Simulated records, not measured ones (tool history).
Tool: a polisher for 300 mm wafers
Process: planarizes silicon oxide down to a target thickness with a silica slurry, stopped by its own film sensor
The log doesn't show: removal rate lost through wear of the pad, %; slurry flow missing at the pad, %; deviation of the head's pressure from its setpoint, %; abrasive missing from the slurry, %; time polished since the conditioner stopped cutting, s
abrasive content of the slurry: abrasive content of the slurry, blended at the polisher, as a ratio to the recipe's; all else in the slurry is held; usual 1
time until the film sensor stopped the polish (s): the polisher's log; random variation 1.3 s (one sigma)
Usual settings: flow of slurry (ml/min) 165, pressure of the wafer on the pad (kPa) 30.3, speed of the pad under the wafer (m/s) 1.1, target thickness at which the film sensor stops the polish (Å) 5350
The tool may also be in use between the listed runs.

run	hour	flow of slurry (ml/min)	pressure of the wafer on the pad (kPa)	speed of the pad under the wafer (m/s)	abrasive content of the slurry	target thickness at which the film sensor stops the polish (Å)	wafers since the last listed run	wafers polished on this pad	hours since the slurry nozzle was cleaned	hours since the head pressure was calibrated	hours since the slurry blender was calibrated	hours since the conditioning disc was replaced	incoming thickness of the incoming film, nm	time until the film sensor stopped the polish (s)
1	0	165	30.3	1.1	1	5350	0	918	362.6	160.6	141.9	215.3	792.6	82.2
# hour 22.5: worn pad replaced by a new one
2	23	165	30.3	1.1	1	5350	168	4	385.6	183.6	164.9	238.3	785.4	80.3
3	108.3	165	30.3	1.1	1	5350	755	760	470.9	268.9	250.2	323.6	780.2	79.2
# hour 137.1: conditioning disc replaced and pad reconditioned
4	137.6	165	30.3	1.1	1	6040	241	1002	500.2	298.2	279.5	0.5	799.2	64.7
# hour 158.1: worn pad replaced by a new one
5	163	165	30.3	1.1	1	6040	189	43	525.6	323.6	304.9	25.9	788.9	62.7
6	177.5	165	30.3	1.1	1	5350	128	171	540.1	338.1	319.4	40.4	796	88.3
# hour 181: head pressure recalibrated
7	192.9	165	30.3	1.1	1	5350	118	290	555.5	11.9	334.8	55.8	783.1	81.8
8	218.9	165	30.3	1.1	1	5350	230	520	581.5	37.9	360.8	81.8	790.7	87.4
# hour 236.7: slurry nozzle cleaned
9	239.3	165	30.3	1.1	0.75	5350	171	692	2.6	58.3	381.2	102.2	778.9	96.2
10	257.2	165	30.3	1.1	1	5350	158	851	20.5	76.2	399.1	120.1	789.9	85.9
# hour 263.9: slurry blender recalibrated
# hour 283.6: worn pad replaced by a new one
11	284.1	105	33.1	1.1	1	5990	185	4	47.4	103.1	20.2	147	800.9	76.2
12	315.8	165	26.9	1.1	1	4800	280	285	79.1	134.8	51.9	178.7	783.9	124
# hour 334.5: slurry blender recalibrated, repeated, since the last time left the tool worse
13	351.4	165	30.3	1.44	1	5350	297	582	114.7	170.4	16.9	214.3	790.5	69.7
14	383	120	30.3	1.1	1	4470	279	862	146.3	202	48.5	245.9	794.8	114.4
15	397.3	165	22.1	1.1	1.1	5120	126	989	160.6	216.3	62.8	260.2	780	104.9
# hour 414.6: worn pad replaced by a new one
16	431.9	195	30.3	0.92	1.15	5350	271	153	195.2	250.9	97.4	294.8	794.7	81.9

Hidden state at the last listed run before each entry between runs and at the first one after, where it differs:
Between runs 1 and 2: worn pad replaced by a new one (hour 22.5)
  abrasive missing from the slurry, %: 3.01 -> 3.87
  measured less the result without the state, time until the film sensor stopped the polish (s): +1 -> +1.3
Between runs 3 and 4: conditioning disc replaced and pad reconditioned (hour 137.1)
  abrasive missing from the slurry, %: 8.17 -> 10.1
  measured less the result without the state, time until the film sensor stopped the polish (s): +2.8 -> +2.8
Between runs 4 and 5: worn pad replaced by a new one (hour 158.1)
  abrasive missing from the slurry, %: 10.1 -> 11.9
  measured less the result without the state, time until the film sensor stopped the polish (s): +2.8 -> +3.3
Between runs 6 and 7: head pressure recalibrated (hour 181)
  abrasive missing from the slurry, %: 13 -> 14.2
  measured less the result without the state, time until the film sensor stopped the polish (s): +5.1 -> +5.2
Between runs 8 and 9: slurry nozzle cleaned (hour 236.7)
  abrasive missing from the slurry, %: 16.4 -> 18.2
  measured less the result without the state, time until the film sensor stopped the polish (s): +6.4 -> +9.1
Between runs 10 and 11: slurry blender recalibrated (hour 263.9); worn pad replaced by a new one (hour 283.6)
  abrasive missing from the slurry, %: 19.9 -> 32
  measured less the result without the state, time until the film sensor stopped the polish (s): +7.9 -> +12
Between runs 12 and 13: slurry blender recalibrated, repeated, since the last time left the tool worse (hour 334.5)
  abrasive missing from the slurry, %: 32.2 -> 2.58
  measured less the result without the state, time until the film sensor stopped the polish (s): +19.9 -> +0.7
Between runs 15 and 16: worn pad replaced by a new one (hour 414.6)
  abrasive missing from the slurry, %: 3.03 -> 3.7
  measured less the result without the state, time until the film sensor stopped the polish (s): +1.3 -> +1.2

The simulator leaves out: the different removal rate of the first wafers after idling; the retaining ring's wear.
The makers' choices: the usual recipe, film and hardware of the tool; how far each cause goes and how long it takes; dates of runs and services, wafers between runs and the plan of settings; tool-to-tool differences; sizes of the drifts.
